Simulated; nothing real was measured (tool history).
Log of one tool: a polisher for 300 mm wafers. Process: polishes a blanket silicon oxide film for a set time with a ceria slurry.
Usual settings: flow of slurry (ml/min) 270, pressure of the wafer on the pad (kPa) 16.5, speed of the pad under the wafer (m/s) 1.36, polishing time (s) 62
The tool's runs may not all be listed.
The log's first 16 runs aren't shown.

run	day	flow of slurry (ml/min)	pressure of the wafer on the pad (kPa)	speed of the pad under the wafer (m/s)	polishing time (s)	wafers since the last listed run	wafers polished on this pad	hours since the slurry nozzle was cleaned	hours since the head pressure was calibrated	incoming thickness of the incoming film, nm	film removed (nm)
17	14.796	270	16.5	1.36	62	293	3923	169.3	164.4	1476.9	278.5
# day 15.338: worn pad replaced by a new one, repeated, since the last time left the tool worse
18	15.358	210	13.1	1.36	62	141	7	182.8	177.9	1481.9	267.3
19	16.429	330	16.5	1.36	62	383	391	208.5	203.6	1451.4	336.4
20	17.162	220	12.4	1.76	77	262	653	226.1	221.2	1452.3	406.6
21	17.875	270	16.5	1.36	62	255	908	243.2	238.3	1489.3	327.3
22	19.346	270	16.5	1.54	62	526	1435	278.5	273.6	1449.9	365.6
23	19.938	270	16.5	1.36	68	211	1647	292.7	287.8	1485.9	353.7
24	21.383	270	16.5	1.36	62	517	2165	327.4	322.5	1472.7	317.6
25	22.275	300	13.1	1.52	62	319	2484	348.8	343.9	1478.5	292.8
26	23.412	335	16.5	1.72	52	407	2891	376.1	371.2	1457.2	340.2
27	24.142	270	16.5	1.36	62	261	3152	393.6	388.7	1449.2	319.0
# day 25.100: worn pad replaced by a new one
28	25.467	270	16.5	1.36	62	414	131	425.4	420.5	1459.5	337.6
29	26.338	270	22.1	1.36	62	311	443	446.3	441.4	1469.9	414.4
# day 27.342: head pressure recalibrated
30	27.362	270	16.5	1.36	62	337	780	470.9	0.5	1484.3	330.5
31	28.404	270	21.4	0.96	74	373	1153	495.9	25.5	1446.3	339.6
# day 29.000: slurry nozzle cleaned
32	29.429	335	16.5	1.72	52	352	1505	10.3	50.1	1451.2	338.8
33	30.425	340	18.6	1.16	49	356	1862	34.2	74.0	1457.3	242.6
34	30.967	270	16.5	1.36	48	193	2056	47.2	87.0	1454.1	252.8
35	32.446	300	20.7	1.36	79	529	2585	82.7	122.5	1458.9	499.2
# day 33.383: worn pad replaced by a new one
36	33.804	325	16.5	1.36	62	426	151	115.3	155.1	1475.5	338.8
37	35.200	270	12.4	1.36	74	499	651	148.8	188.6	1474.4	307.3

Forecast each of these 4 alternatives for the next run:
A	35.217	270	16.5	1.36	62	5	657	149.2	189.0	1473.2	?
B	35.217	315	22.1	1.08	79	5	657	149.2	189.0	1473.2	?
C	35.217	355	20.0	1.36	62	5	657	149.2	189.0	1473.2	?
D	35.217	270	14.5	1.36	44	5	657	149.2	189.0	1473.2	?

run	film removed (nm)
A	325.8
B	431.1
C	393.3
D	206.3
Without the tool's hidden state the same runs would have given:
run	film removed (nm)
A	336.9
B	445.9
C	406.7
D	213.3

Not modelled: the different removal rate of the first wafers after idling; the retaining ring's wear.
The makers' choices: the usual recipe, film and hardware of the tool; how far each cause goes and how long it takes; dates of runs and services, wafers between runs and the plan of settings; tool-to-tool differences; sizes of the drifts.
